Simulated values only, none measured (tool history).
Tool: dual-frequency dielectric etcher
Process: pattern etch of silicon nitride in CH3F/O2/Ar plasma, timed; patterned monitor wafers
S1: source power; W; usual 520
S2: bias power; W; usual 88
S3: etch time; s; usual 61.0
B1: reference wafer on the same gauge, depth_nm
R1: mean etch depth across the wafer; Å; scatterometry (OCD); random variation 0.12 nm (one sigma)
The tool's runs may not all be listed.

run,hour,S1,S2,S3,B1,R1
1,0.0,520,72,61.0,49.6,446
2,30.3,520,72,61.0,49.6,444
3,95.8,520,72,61.0,49.6,445
4,132.2,520,88,61.0,49.6,503
5,181.9,520,88,61.0,49.6,501
6,249.3,600,88,61.0,49.6,520
7,312.9,600,88,61.0,49.6,521
8,346.2,600,88,61.0,49.6,519
# hour 390.5: wet clean of the chamber
9,402.6,520,88,61.0,49.6,500
# hour 459.5: upper electrode replaced
10,460.0,520,88,61.0,49.6,501
11,475.8,520,88,61.0,49.6,500
12,511.7,520,88,61.0,49.6,500
# hour 573.0: source power generator calibrated
13,573.5,520,88,61.0,49.6,501
14,603.8,520,88,61.0,49.6,503
# hour 630.8: bias power generator calibrated
15,643.3,520,73,76.0,49.6,559

Forecast run 16:
16,689.6,620,103,43.5,?,?

{"run 16": {"B1": 49.6, "R1": 408}}
Without the tool's hidden state the same run would have given R1 408 Å.
